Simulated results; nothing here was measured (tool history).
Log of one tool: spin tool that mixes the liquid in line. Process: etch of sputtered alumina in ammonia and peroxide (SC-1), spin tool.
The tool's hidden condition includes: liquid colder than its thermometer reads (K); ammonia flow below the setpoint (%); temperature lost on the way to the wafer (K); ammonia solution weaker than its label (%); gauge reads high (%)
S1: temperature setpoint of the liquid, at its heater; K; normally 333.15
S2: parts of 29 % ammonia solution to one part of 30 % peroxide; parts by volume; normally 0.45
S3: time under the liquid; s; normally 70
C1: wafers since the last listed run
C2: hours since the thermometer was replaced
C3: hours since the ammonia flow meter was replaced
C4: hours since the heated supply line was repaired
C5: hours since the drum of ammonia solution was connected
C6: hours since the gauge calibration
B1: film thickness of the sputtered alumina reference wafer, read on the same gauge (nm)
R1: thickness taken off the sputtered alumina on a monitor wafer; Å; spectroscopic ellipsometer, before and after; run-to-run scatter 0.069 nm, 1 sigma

run 1 hour=0.0 | S1=327.15 S2=0.45 S3=70 | C1=0 C2=973.0 C3=1309.1 C4=487.3 C5=417.0 C6=3558.4 | B1=120.01 | R1=42.6
run 2 hour=85.6 | S1=333.15 S2=0.60 S3=100 | C1=643 C2=1058.6 C3=1394.7 C4=572.9 C5=502.6 C6=3644.0 | B1=120.00 | R1=84.4
run 3 hour=129.7 | S1=337.65 S2=0.30 S3=30 | C1=331 C2=1102.7 C3=1438.8 C4=617.0 C5=546.7 C6=3688.1 | B1=119.98 | R1=29.9
-- hour=266.3 new drum of ammonia solution connected
-- hour=269.9 heated supply line repaired, repeated, since the last time left the tool worse
-- hour=372.0 thermometer replaced
run 4 hour=452.7 | S1=330.15 S2=0.65 S3=95 | C1=2406 C2=80.7 C3=1761.8 C4=182.8 C5=186.4 C6=4011.1 | B1=120.00 | R1=87.5
run 5 hour=552.3 | S1=333.15 S2=0.45 S3=70 | C1=749 C2=180.3 C3=1861.4 C4=282.4 C5=286.0 C6=4110.7 | B1=120.01 | R1=72.3
run 6 hour=643.9 | S1=333.15 S2=0.30 S3=70 | C1=688 C2=271.9 C3=1953.0 C4=374.0 C5=377.6 C6=4202.3 | B1=119.99 | R1=66.9
run 7 hour=723.4 | S1=333.15 S2=0.45 S3=50 | C1=597 C2=351.4 C3=2032.5 C4=453.5 C5=457.1 C6=4281.8 | B1=120.00 | R1=49.4
-- hour=769.6 ammonia flow meter replaced
run 8 hour=790.0 | S1=328.15 S2=0.25 S3=35 | C1=493 C2=418.0 C3=20.4 C4=520.1 C5=523.7 C6=4348.4 | B1=120.01 | R1=25.2
-- hour=822.9 gauge calibrated
run 9 hour=851.6 | S1=325.15 S2=0.45 S3=70 | C1=463 C2=479.6 C3=82.0 C4=581.7 C5=585.3 C6=28.7 | B1=119.97 | R1=44.8
-- hour=885.8 new drum of ammonia solution connected
-- hour=914.6 heated supply line repaired
run 10 hour=957.1 | S1=328.65 S2=0.55 S3=100 | C1=778 C2=585.1 C3=187.5 C4=42.5 C5=71.3 C6=134.2 | B1=120.00 | R1=82.6
run 11 hour=1170.1 | S1=333.15 S2=0.55 S3=70 | C1=1601 C2=798.1 C3=400.5 C4=255.5 C5=284.3 C6=347.2 | B1=120.02 | R1=72.3
run 12 hour=1209.8 | S1=333.15 S2=0.25 S3=85 | C1=298 C2=837.8 C3=440.2 C4=295.2 C5=324.0 C6=386.9 | B1=120.02 | R1=81.1
run 13 hour=1312.1 | S1=333.15 S2=0.45 S3=100 | C1=769 C2=940.1 C3=542.5 C4=397.5 C5=426.3 C6=489.2 | B1=120.00 | R1=99.6
run 14 hour=1361.4 | S1=326.65 S2=0.45 S3=30 | C1=370 C2=989.4 C3=591.8 C4=446.8 C5=475.6 C6=538.5 | B1=120.00 | R1=21.1
run 15 hour=1456.7 | S1=328.15 S2=0.35 S3=70 | C1=716 C2=1084.7 C3=687.1 C4=542.1 C5=570.9 C6=633.8 | B1=120.00 | R1=51.5
run 16 hour=1544.5 | S1=343.15 S2=0.45 S3=70 | C1=660 C2=1172.5 C3=774.9 C4=629.9 C5=658.7 C6=721.6 | B1=120.00 | R1=110.9
-- hour=1566.0 new drum of ammonia solution connected
-- hour=1573.4 heated supply line repaired
-- hour=1601.0 thermometer replaced
run 17 hour=1633.7 | S1=333.15 S2=0.45 S3=70 | C1=648 C2=32.7 C3=864.1 C4=60.3 C5=67.7 C6=810.8 | B1=119.99 | R1=72.6
run 18 hour=1671.3 | S1=333.15 S2=0.30 S3=70 | C1=282 C2=70.3 C3=901.7 C4=97.9 C5=105.3 C6=848.4 | B1=120.00 | R1=70.9
run 19 hour=1743.9 | S1=333.15 S2=0.35 S3=35 | C1=545 C2=142.9 C3=974.3 C4=170.5 C5=177.9 C6=921.0 | B1=120.01 | R1=35.7
run 20 hour=1815.5 | S1=338.65 S2=0.45 S3=70 | C1=538 C2=214.5 C3=1045.9 C4=242.1 C5=249.5 C6=992.6 | B1=120.00 | R1=93.9
run 21 hour=1915.6 | S1=340.15 S2=0.50 S3=105 | C1=752 C2=314.6 C3=1146.0 C4=342.2 C5=349.6 C6=1092.7 | B1=119.99 | R1=149.7
run 22 hour=1992.0 | S1=338.15 S2=0.50 S3=105 | C1=574 C2=391.0 C3=1222.4 C4=418.6 C5=426.0 C6=1169.1 | B1=119.99 | R1=137.4
run 23 hour=2075.5 | S1=326.65 S2=0.45 S3=30 | C1=627 C2=474.5 C3=1305.9 C4=502.1 C5=509.5 C6=1252.6 | B1=119.98 | R1=21.4

Branching from run 23: 5 alternative next runs. What would each branch give?
run A hour=2075.9 | S1=333.15 S2=0.45 S3=70 | C1=3 C2=474.9 C3=1306.3 C4=502.5 C5=509.9 C6=1253.0 | B1=? | R1=?
run B hour=2075.9 | S1=333.15 S2=0.30 S3=40 | C1=3 C2=474.9 C3=1306.3 C4=502.5 C5=509.9 C6=1253.0 | B1=? | R1=?
run C hour=2075.9 | S1=341.65 S2=0.55 S3=55 | C1=3 C2=474.9 C3=1306.3 C4=502.5 C5=509.9 C6=1253.0 | B1=? | R1=?
run D hour=2075.9 | S1=333.15 S2=0.40 S3=60 | C1=3 C2=474.9 C3=1306.3 C4=502.5 C5=509.9 C6=1253.0 | B1=? | R1=?
run E hour=2075.9 | S1=342.15 S2=0.65 S3=70 | C1=3 C2=474.9 C3=1306.3 C4=502.5 C5=509.9 C6=1253.0 | B1=? | R1=?

run=A B1=120.00 R1=70.3
run=B B1=120.00 R1=38.6
run=C B1=120.00 R1=86.3
run=D B1=120.00 R1=59.6
run=E B1=120.00 R1=114.3
With no hidden state in the tool, these same runs would have given:
run=A R1=74.8
run=B R1=41.1
run=C R1=91.6
run=D R1=63.4
run=E R1=121.3
